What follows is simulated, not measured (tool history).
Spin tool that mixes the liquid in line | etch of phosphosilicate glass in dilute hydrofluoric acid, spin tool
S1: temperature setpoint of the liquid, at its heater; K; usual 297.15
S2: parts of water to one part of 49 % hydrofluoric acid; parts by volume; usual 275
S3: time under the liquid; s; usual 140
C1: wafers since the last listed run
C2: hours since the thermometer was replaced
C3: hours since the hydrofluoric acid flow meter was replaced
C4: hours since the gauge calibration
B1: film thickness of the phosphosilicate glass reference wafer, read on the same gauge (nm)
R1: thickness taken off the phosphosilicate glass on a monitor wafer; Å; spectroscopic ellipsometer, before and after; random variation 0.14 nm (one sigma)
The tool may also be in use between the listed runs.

run	hour	S1	S2	S3	C1	C2	C3	C4	B1	R1
1	0.0	297.15	365	140	0	2329.3	636.8	619.9	39.98	269.9
2	50.8	297.15	365	140	527	2380.1	687.6	670.7	39.97	270.2
3	91.9	297.15	365	140	426	2421.2	728.7	711.8	39.99	270.9
4	177.3	297.15	275	170	886	2506.6	814.1	797.2	39.99	470.1
5	280.6	297.15	275	170	1071	2609.9	917.4	900.5	40.01	471.1
6	375.1	297.15	275	140	980	2704.4	1011.9	995.0	39.97	389.0
7	466.9	297.15	275	140	952	2796.2	1103.7	1086.8	40.01	390.0
8	516.3	297.15	275	140	512	2845.6	1153.1	1136.2	39.99	385.5
# hour 656.6: gauge calibrated
9	718.5	297.15	275	140	2098	3047.8	1355.3	61.9	39.99	385.4
10	755.7	297.15	275	140	386	3085.0	1392.5	99.1	40.01	387.7
# hour 775.1: thermometer replaced
11	797.5	297.15	275	140	423	22.4	1434.3	140.9	40.01	409.4
12	841.6	293.15	145	200	457	66.5	1478.4	185.0	40.01	1089.2
13	937.0	297.15	370	140	989	161.9	1573.8	280.4	40.00	278.7
14	991.8	297.15	415	140	568	216.7	1628.6	335.2	39.95	239.9
# hour 1006.6: hydrofluoric acid flow meter replaced
15	1033.6	301.15	275	140	423	258.5	27.0	377.0	40.02	461.0
16	1121.4	300.15	360	180	911	346.3	114.8	464.8	40.02	401.0
17	1350.8	297.15	135	65	2380	575.7	344.2	694.2	40.02	439.6
18	1410.8	297.15	275	140	622	635.7	404.2	754.2	40.02	399.5
19	1472.6	297.15	410	140	641	697.5	466.0	816.0	40.04	235.8
20	1524.8	297.15	275	140	541	749.7	518.2	868.2	40.02	398.4
21	1627.1	295.65	275	210	1061	852.0	620.5	970.5	40.00	569.2
22	1696.0	299.65	275	140	714	920.9	689.4	1039.4	40.01	436.8

3 ways to go on from here, each from the tool as it stands after run 22. What would each give?
A	1696.5	297.15	275	140	5	921.4	689.9	1039.9	?	?
B	1696.5	294.65	200	140	5	921.4	689.9	1039.9	?	?
C	1696.5	295.65	160	105	5	921.4	689.9	1039.9	?	?

run	B1	R1
A	40.02	398.2
B	40.02	537.3
C	40.02	545.5
Without the tool's hidden state the same runs would have given:
run	R1
A	406.3
B	549.7
C	558.4
